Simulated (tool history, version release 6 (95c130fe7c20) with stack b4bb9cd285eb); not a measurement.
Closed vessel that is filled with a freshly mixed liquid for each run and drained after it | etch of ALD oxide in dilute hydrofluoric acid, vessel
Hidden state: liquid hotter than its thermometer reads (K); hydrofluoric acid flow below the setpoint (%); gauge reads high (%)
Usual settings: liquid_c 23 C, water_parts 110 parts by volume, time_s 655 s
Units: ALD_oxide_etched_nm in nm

run,hour,liquid_c,water_parts,time_s,wafers since the last listed run,hours since the thermometer was replaced,hours since the hydrofluoric acid flow meter was replaced,hours since the gauge calibration,"read-back film thickness of the ALD oxide reference wafer, read on the same gauge (nm)",ALD_oxide_etched_nm
1,0,23,110,655,0,573.1,191.4,2072.5,60.02,58.02
2,50,23,110,655,3600,623.1,241.4,2122.5,60,58.23
3,120,23,110,655,5040,693.1,311.4,2192.5,60.04,58.32
4,207.3,23,110,655,6285,780.4,398.7,2279.8,60.01,57.95
5,255.5,23,110,655,3470,828.6,446.9,2328,60.01,57.85
6,385.5,23,100,655,9360,958.6,576.9,2458,60.01,65.12
7,446.3,23,110,655,4377,1019.4,637.7,2518.8,60.02,57.75
8,521.2,23,110,655,5392,1094.3,712.6,2593.7,60,58.03
9,579.6,23,110,775,4204,1152.7,771,2652.1,59.99,68.41
10,684.1,23,110,655,7524,1257.2,875.5,2756.6,60,58.05
# hour 772.6: thermometer replaced
11,792,23,110,655,7696,19.4,983.4,2864.5,59.98,54.68
12,862.2,23,140,655,5054,89.6,1053.6,2934.7,60.01,41.23
# hour 903.6: gauge calibrated
13,911.8,23,110,655,3571,139.2,1103.2,8.2,60.01,54.77
14,986.5,23,110,655,5378,213.9,1177.9,82.9,60.01,53.98
15,1063.8,23,110,510,5565,291.2,1255.2,160.2,59.97,42.2
# hour 1072.8: hydrofluoric acid flow meter replaced
16,1143.2,23,110,655,5644,370.6,70.4,239.6,59.98,57.72
17,1188.2,24.5,110,1035,3240,415.6,115.4,284.6,59.97,97.21
18,1270.8,23,110,655,5947,498.2,198,367.2,60.01,56.7
19,1315.5,21.5,60,470,3218,542.9,242.7,411.9,60.02,76
20,1419.8,24.5,110,995,7509,647.2,347,516.2,60.01,92.53
21,1505.4,23,110,515,6163,732.8,432.6,601.8,59.98,44.82
22,1564,23,110,655,4219,791.4,491.2,660.4,60,57.04
23,1617.5,19.5,110,655,3852,844.9,544.7,713.9,60.01,50.4
24,1718.6,23,135,655,7279,946,645.8,815,60,45.4
25,1823.2,25.5,65,845,7531,1050.6,750.4,919.6,60.04,145.31
# hour 1885.6: thermometer replaced
26,1906.6,20,80,335,5932,21,833.8,1003,59.98,35.32
27,1989,23,110,480,5932,103.4,916.2,1085.4,60,39.49
28,2073,23,110,480,6048,187.4,1000.2,1169.4,60,40.44
29,2158.7,18.5,65,870,6170,273.1,1085.9,1255.1,60.01,107.53
30,2224.8,19.5,110,655,4759,339.2,1152,1321.2,60,47.4
31,2297.5,25,125,655,5234,411.9,1224.7,1393.9,59.99,50.49
32,2367.1,23,110,655,5011,481.5,1294.3,1463.5,60.01,54.3
# hour 2377.4: hydrofluoric acid flow meter replaced
33,2441.9,19,110,655,5313,556.3,64.5,1538.3,59.98,49.64

5 ways to go on from here, each from the tool as it stands after run 33. What would each give?
A,2442.7,23,110,655,57,557.1,65.3,1539.1,?,?
B,2442.7,23,90,655,57,557.1,65.3,1539.1,?,?
C,2442.7,21.5,150,545,57,557.1,65.3,1539.1,?,?
D,2442.7,23,60,655,57,557.1,65.3,1539.1,?,?
E,2442.7,23,90,955,57,557.1,65.3,1539.1,?,?

run,"read-back film thickness of the ALD oxide reference wafer, read on the same gauge (nm)",ALD_oxide_etched_nm
A,60.02,58.52
B,60.02,73.3
C,60.02,32.15
D,60.02,114.26
E,60.02,106.87
Without the tool's hidden state the same runs would have given:
run,ALD_oxide_etched_nm
A,57.93
B,72.52
C,31.85
D,112.93
E,105.74
